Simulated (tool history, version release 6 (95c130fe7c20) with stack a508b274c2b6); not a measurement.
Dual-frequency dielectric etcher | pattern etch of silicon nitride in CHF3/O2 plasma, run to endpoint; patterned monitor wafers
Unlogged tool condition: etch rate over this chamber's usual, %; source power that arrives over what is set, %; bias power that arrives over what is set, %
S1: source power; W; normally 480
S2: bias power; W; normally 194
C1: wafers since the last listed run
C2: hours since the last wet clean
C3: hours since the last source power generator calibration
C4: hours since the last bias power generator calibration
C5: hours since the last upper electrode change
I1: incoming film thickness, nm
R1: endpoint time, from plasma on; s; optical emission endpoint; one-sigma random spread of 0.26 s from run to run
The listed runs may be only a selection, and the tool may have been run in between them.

| run | hour | S1 | S2 | C1 | C2 | C3 | C4 | C5 | I1 | R1 |
|---|---|---|---|---|---|---|---|---|---|---|
| 1 | 0.0 | 480 | 194 | 0 | 474.0 | 841.1 | 3396.0 | 2086.3 | 65.7 | 45.9 |
|  | 34.3 | wet clean of the chamber |
| 2 | 34.8 | 480 | 194 | 122 | 0.5 | 875.9 | 3430.8 | 2121.1 | 66.1 | 45.3 |
| 3 | 75.6 | 480 | 194 | 464 | 41.3 | 916.7 | 3471.6 | 2161.9 | 66.6 | 45.8 |
| 4 | 106.0 | 480 | 194 | 345 | 71.7 | 947.1 | 3502.0 | 2192.3 | 66.0 | 46.0 |
| 5 | 159.1 | 390 | 168 | 603 | 124.8 | 1000.2 | 3555.1 | 2245.4 | 65.7 | 52.3 |
| 6 | 222.1 | 390 | 168 | 716 | 187.8 | 1063.2 | 3618.1 | 2308.4 | 65.2 | 52.0 |
| 7 | 291.7 | 480 | 194 | 791 | 257.4 | 1132.8 | 3687.7 | 2378.0 | 66.1 | 45.5 |
| 8 | 353.2 | 480 | 194 | 699 | 318.9 | 1194.3 | 3749.2 | 2439.5 | 65.1 | 45.6 |
| 9 | 384.7 | 480 | 194 | 358 | 350.4 | 1225.8 | 3780.7 | 2471.0 | 66.5 | 46.3 |
| 10 | 412.9 | 540 | 194 | 320 | 378.6 | 1254.0 | 3808.9 | 2499.2 | 66.8 | 44.1 |
| 11 | 463.4 | 480 | 194 | 574 | 429.1 | 1304.5 | 3859.4 | 2549.7 | 65.8 | 45.6 |
|  | 590.9 | wet clean of the chamber |
| 12 | 591.4 | 480 | 194 | 1182 | 0.5 | 1432.5 | 3987.4 | 2677.7 | 65.5 | 45.2 |
| 13 | 627.8 | 480 | 181 | 413 | 36.9 | 1468.9 | 4023.8 | 2714.1 | 65.9 | 47.1 |
| 14 | 668.2 | 480 | 181 | 459 | 77.3 | 1509.3 | 4064.2 | 2754.5 | 65.5 | 46.7 |
| 15 | 707.1 | 480 | 181 | 442 | 116.2 | 1548.2 | 4103.1 | 2793.4 | 65.8 | 46.8 |
| 16 | 779.1 | 480 | 194 | 818 | 188.2 | 1620.2 | 4175.1 | 2865.4 | 65.9 | 45.6 |
| 17 | 841.7 | 480 | 194 | 711 | 250.8 | 1682.8 | 4237.7 | 2928.0 | 65.6 | 45.2 |
| 18 | 873.4 | 380 | 146 | 360 | 282.5 | 1714.5 | 4269.4 | 2959.7 | 65.9 | 56.6 |
| 19 | 938.0 | 400 | 214 | 734 | 347.1 | 1779.1 | 4334.0 | 3024.3 | 66.0 | 46.8 |
| 20 | 993.1 | 480 | 170 | 626 | 402.2 | 1834.2 | 4389.1 | 3079.4 | 66.2 | 48.5 |
|  | 1025.4 | upper electrode replaced, of another model than before |
| 21 | 1041.1 | 370 | 240 | 272 | 450.2 | 1882.2 | 4437.1 | 15.7 | 65.9 | 45.3 |
|  | 1102.0 | wet clean of the chamber |
| 22 | 1105.5 | 380 | 209 | 459 | 3.5 | 1946.6 | 4501.5 | 80.1 | 65.7 | 49.7 |
|  | 1155.2 | source power generator calibrated |
| 23 | 1163.7 | 480 | 215 | 616 | 61.7 | 8.5 | 4559.7 | 138.3 | 65.4 | 41.0 |
|  | 1170.1 | bias power generator calibrated |
| 24 | 1230.6 | 390 | 168 | 715 | 128.6 | 75.4 | 60.5 | 205.2 | 66.5 | 56.6 |
| 25 | 1272.3 | 480 | 194 | 474 | 170.3 | 117.1 | 102.2 | 246.9 | 65.6 | 44.8 |
| 26 | 1333.7 | 480 | 194 | 698 | 231.7 | 178.5 | 163.6 | 308.3 | 66.9 | 45.9 |
| 27 | 1391.5 | 410 | 209 | 657 | 289.5 | 236.3 | 221.4 | 366.1 | 66.6 | 46.9 |
| 28 | 1447.0 | 580 | 179 | 631 | 345.0 | 291.8 | 276.9 | 421.6 | 65.8 | 43.2 |
| 29 | 1493.2 | 390 | 154 | 525 | 391.2 | 338.0 | 323.1 | 467.8 | 66.3 | 61.4 |
| 30 | 1543.3 | 360 | 232 | 569 | 441.3 | 388.1 | 373.2 | 517.9 | 65.2 | 46.7 |
| 31 | 1618.2 | 400 | 214 | 851 | 516.2 | 463.0 | 448.1 | 592.8 | 66.0 | 47.4 |
|  | 1673.4 | wet clean of the chamber |
| 32 | 1745.1 | 440 | 217 | 1170 | 71.7 | 589.9 | 575.0 | 719.7 | 65.3 | 43.8 |
| 33 | 1806.1 | 370 | 216 | 693 | 132.7 | 650.9 | 636.0 | 780.7 | 66.1 | 49.5 |
| 34 | 1834.9 | 480 | 215 | 327 | 161.5 | 679.7 | 664.8 | 809.5 | 65.9 | 42.4 |
| 35 | 1898.6 | 530 | 223 | 724 | 225.2 | 743.4 | 728.5 | 873.2 | 65.7 | 39.1 |
| 36 | 1956.6 | 400 | 214 | 659 | 283.2 | 801.4 | 786.5 | 931.2 | 65.7 | 47.2 |

Give the tool's hidden conditions for every run:
etch rate over this chamber's usual, %: 0, the same for each run
bias power that arrives over what is set, %: 0, the same for each run
H1: source power that arrives over what is set, %
| run | H1 |
|---|---|
| 1 | -3.98 |
| 2 | -4.05 |
| 3 | -4.13 |
| 4 | -4.18 |
| 5 | -4.28 |
| 6 | -4.37 |
| 7 | -4.47 |
| 8 | -4.55 |
| 9 | -4.59 |
| 10 | -4.62 |
| 11 | -4.67 |
| 12 | -4.78 |
| 13 | -4.81 |
| 14 | -4.84 |
| 15 | -4.87 |
| 16 | -4.91 |
| 17 | -4.95 |
| 18 | -4.96 |
| 19 | -4.99 |
| 20 | -5.02 |
| 21 | -5.04 |
| 22 | -5.06 |
| 23 | -0.321 |
| 24 | -0.871 |
| 25 | -1.18 |
| 26 | -1.61 |
| 27 | -1.97 |
| 28 | -2.28 |
| 29 | -2.52 |
| 30 | -2.76 |
| 31 | -3.09 |
| 32 | -3.55 |
| 33 | -3.74 |
| 34 | -3.83 |
| 35 | -4 |
| 36 | -4.14 |
